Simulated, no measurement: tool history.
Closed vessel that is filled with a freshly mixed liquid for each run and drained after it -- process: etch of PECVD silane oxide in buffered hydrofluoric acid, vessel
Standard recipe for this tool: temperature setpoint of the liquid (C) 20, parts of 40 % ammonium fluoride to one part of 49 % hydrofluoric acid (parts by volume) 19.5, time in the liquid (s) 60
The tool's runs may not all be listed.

run    hour  temperature setpoint of the liquid (C)  parts of 40 % ammonium fluoride to one part of 49 % hydrofluoric acid (parts by volume)  time in the liquid (s)  wafers since the last listed run  hours since the thermometer was replaced  hours since the hydrofluoric acid flow meter was replaced  hours since the gauge calibration  read-back film thickness of the PECVD silane oxide reference wafer, read on the same gauge (nm)  thickness taken off the PECVD silane oxide on a monitor wafer (nm)
  1       0                                      20                                                                                     19.5                      70                                 0                                      2437                                                      939.6                             1636.9                                                                                            90.01                                                              127.17
  2    27.5                                      20                                                                                     19.5                      80                              2195                                    2464.5                                                      967.1                             1664.4                                                                                            89.98                                                              147.81
  3    91.8                                      20                                                                                     19.5                      60                              5134                                    2528.8                                                     1031.4                             1728.7                                                                                            90.01                                                              108.67
  4   124.3                                      20                                                                                     19.5                      60                              2595                                    2561.3                                                     1063.9                             1761.2                                                                                            89.99                                                              111.35
  5   173.1                                      20                                                                                     19.5                      60                              3896                                    2610.1                                                     1112.7                               1810                                                                                            89.99                                                              111.75
  6   211.3                                      20                                                                                     19.5                      60                              3050                                    2648.3                                                     1150.9                             1848.2                                                                                               90                                                              111.41
      238.9  -- hydrofluoric acid flow meter replaced
      242.4  -- gauge calibrated
  7   256.7                                      20                                                                                     19.5                      60                              3545                                    2693.7                                                       17.8                               14.3                                                                                            90.02                                                              107.62
  8   306.9                                      20                                                                                     19.5                      60                              4008                                    2743.9                                                         68                               64.5                                                                                            89.99                                                              107.75
  9   368.9                                      20                                                                                     19.5                      60                              4950                                    2805.9                                                        130                              126.5                                                                                            90.01                                                              108.98
 10   395.9                                    23.5                                                                                     13.5                      35                              2155                                    2832.9                                                        157                              153.5                                                                                            90.02                                                              110.35
 11   465.7                                    17.5                                                                                       26                      50                              5573                                    2902.7                                                      226.8                              223.3                                                                                            89.99                                                               64.28
 12   524.8                                      20                                                                                     19.5                      60                              4719                                    2961.8                                                      285.9                              282.4                                                                                            89.99                                                              109.51
 13     594                                      20                                                                                       12                      40                              5525                                      3031                                                      355.1                              351.6                                                                                            89.97                                                              118.61
      633.2  -- thermometer replaced
 14   660.1                                      20                                                                                     19.5                      60                              5198                                      26.9                                                      421.2                              417.7                                                                                            90.03                                                               99.84
 15   705.8                                      20                                                                                     19.5                      60                              3649                                      72.6                                                      466.9                              463.4                                                                                            89.97                                                              100.11
 16   736.7                                      20                                                                                     19.5                      60                              2467                                     103.5                                                      497.8                              494.3                                                                                            89.96                                                              100.99
 17   802.6                                      22                                                                                     21.5                      60                              5262                                     169.4                                                      563.7                              560.2                                                                                            90.01                                                              104.42
 18   916.8                                      18                                                                                       24                      70                              9118                                     283.6                                                      677.9                              674.4                                                                                            90.01                                                               90.59
 19   952.3                                      20                                                                                     23.5                      45                              2834                                     319.1                                                      713.4                              709.9                                                                                               90                                                               67.31
 20     983                                      24                                                                                     13.5                      95                              2451                                     349.8                                                      744.1                              740.6                                                                                            89.96                                                              289.46
 21  1031.5                                      17                                                                                     15.5                      90                              3872                                     398.3                                                      792.6                              789.1                                                                                               90                                                              163.83
 22  1064.5                                      20                                                                                     19.5                      45                              2635                                     431.3                                                      825.6                              822.1                                                                                            90.01                                                               77.19
 23  1192.7                                    17.5                                                                                     19.5                      75                             10236                                     559.5                                                      953.8                              950.3                                                                                            90.02                                                              113.55
 24  1227.9                                      17                                                                                     19.5                      60                              2810                                     594.7                                                        989                              985.5                                                                                               90                                                               88.28

Run 25 is up next; what results do you expect?
 25  1280.3                                      20                                                                                     16.5                      60                              4184                                     647.1                                                     1041.4                             1037.9                                                                                                ?                                                                   ?

For run 25 the tool returned read-back film thickness of the PECVD silane oxide reference wafer, read on the same gauge (nm) 90, thickness taken off the PECVD silane oxide on a monitor wafer (nm) 123.53.
With no hidden state in the tool, this same run would have given thickness taken off the PECVD silane oxide on a monitor wafer (nm) 114.52.
